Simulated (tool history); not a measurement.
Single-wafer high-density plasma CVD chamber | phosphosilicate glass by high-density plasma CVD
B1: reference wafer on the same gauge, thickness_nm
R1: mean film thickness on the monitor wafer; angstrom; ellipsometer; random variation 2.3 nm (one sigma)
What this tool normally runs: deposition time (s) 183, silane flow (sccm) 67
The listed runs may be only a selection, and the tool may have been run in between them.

{"run": 1, "hour": 0.0, "deposition time (s)": 183, "silane flow (sccm)": 67, "B1": 1140.208, "R1": 12057.56}
{"run": 2, "hour": 6.0, "deposition time (s)": 183, "silane flow (sccm)": 67, "B1": 1140.142, "R1": 12078.14}
{"run": 3, "hour": 14.6, "deposition time (s)": 183, "silane flow (sccm)": 67, "B1": 1140.263, "R1": 12055.78}
{"run": 4, "hour": 26.3, "deposition time (s)": 183, "silane flow (sccm)": 73, "B1": 1139.78, "R1": 13140.46}
{"run": 5, "hour": 39.6, "deposition time (s)": 183, "silane flow (sccm)": 67, "B1": 1140.02, "R1": 12027.31}
{"run": 6, "hour": 49.7, "deposition time (s)": 183, "silane flow (sccm)": 75, "B1": 1140.108, "R1": 13482.36}
{"run": 7, "hour": 60.6, "deposition time (s)": 183, "silane flow (sccm)": 75, "B1": 1140.049, "R1": 13444.13}
{"run": 8, "hour": 67.9, "deposition time (s)": 183, "silane flow (sccm)": 67, "B1": 1141.143, "R1": 11991.71}
{"run": 9, "hour": 78.6, "deposition time (s)": 183, "silane flow (sccm)": 67, "B1": 1141.098, "R1": 11984.04}
{"run": 10, "hour": 90.4, "deposition time (s)": 183, "silane flow (sccm)": 67, "B1": 1139.405, "R1": 11972.18}
{"run": 11, "hour": 104.5, "deposition time (s)": 183, "silane flow (sccm)": 67, "B1": 1139.789, "R1": 11965.22}
{"hour": 105.4, "done": "gauge calibrated"}
{"hour": 126.2, "done": "silane flow controller replaced"}
{"run": 12, "hour": 156.3, "deposition time (s)": 166, "silane flow (sccm)": 67, "B1": 1140.069, "R1": 11973.08}
{"run": 13, "hour": 167.2, "deposition time (s)": 168, "silane flow (sccm)": 74, "B1": 1140.548, "R1": 13279.54}
{"run": 14, "hour": 182.9, "deposition time (s)": 183, "silane flow (sccm)": 67, "B1": 1139.674, "R1": 13138.05}
{"run": 15, "hour": 200.2, "deposition time (s)": 160, "silane flow (sccm)": 79, "B1": 1140.042, "R1": 13539.37}
{"run": 16, "hour": 214.7, "deposition time (s)": 196, "silane flow (sccm)": 67, "B1": 1140.807, "R1": 14074.22}
{"run": 17, "hour": 221.3, "deposition time (s)": 160, "silane flow (sccm)": 79, "B1": 1140.227, "R1": 13578.38}
{"run": 18, "hour": 232.1, "deposition time (s)": 172, "silane flow (sccm)": 76, "B1": 1141.08, "R1": 14084.66}
{"run": 19, "hour": 248.3, "deposition time (s)": 183, "silane flow (sccm)": 67, "B1": 1140.082, "R1": 13153.89}
{"run": 20, "hour": 263.9, "deposition time (s)": 157, "silane flow (sccm)": 67, "B1": 1139.996, "R1": 11292.97}
{"run": 21, "hour": 281.2, "deposition time (s)": 183, "silane flow (sccm)": 67, "B1": 1139.845, "R1": 13176.77}
{"run": 22, "hour": 291.3, "deposition time (s)": 149, "silane flow (sccm)": 67, "B1": 1140.29, "R1": 10686.64}
{"run": 23, "hour": 298.6, "deposition time (s)": 193, "silane flow (sccm)": 67, "B1": 1140.51, "R1": 13886.75}
{"run": 24, "hour": 311.1, "deposition time (s)": 158, "silane flow (sccm)": 67, "B1": 1140.446, "R1": 11344.73}

Exercise: give the hidden state of the tool at every run:
gauge reads high (%): 0 across all the runs
H1: delivered silane flow above the setpoint (%)
run=1 H1=-7.39
run=2 H1=-7.43
run=3 H1=-7.48
run=4 H1=-7.55
run=5 H1=-7.62
run=6 H1=-7.68
run=7 H1=-7.75
run=8 H1=-7.79
run=9 H1=-7.85
run=10 H1=-7.92
run=11 H1=-8.01
run=12 H1=1.08
run=13 H1=1.08
run=14 H1=1.08
run=15 H1=1.08
run=16 H1=1.07
run=17 H1=1.07
run=18 H1=1.07
run=19 H1=1.07
run=20 H1=1.06
run=21 H1=1.05
run=22 H1=1.05
run=23 H1=1.05
run=24 H1=1.04

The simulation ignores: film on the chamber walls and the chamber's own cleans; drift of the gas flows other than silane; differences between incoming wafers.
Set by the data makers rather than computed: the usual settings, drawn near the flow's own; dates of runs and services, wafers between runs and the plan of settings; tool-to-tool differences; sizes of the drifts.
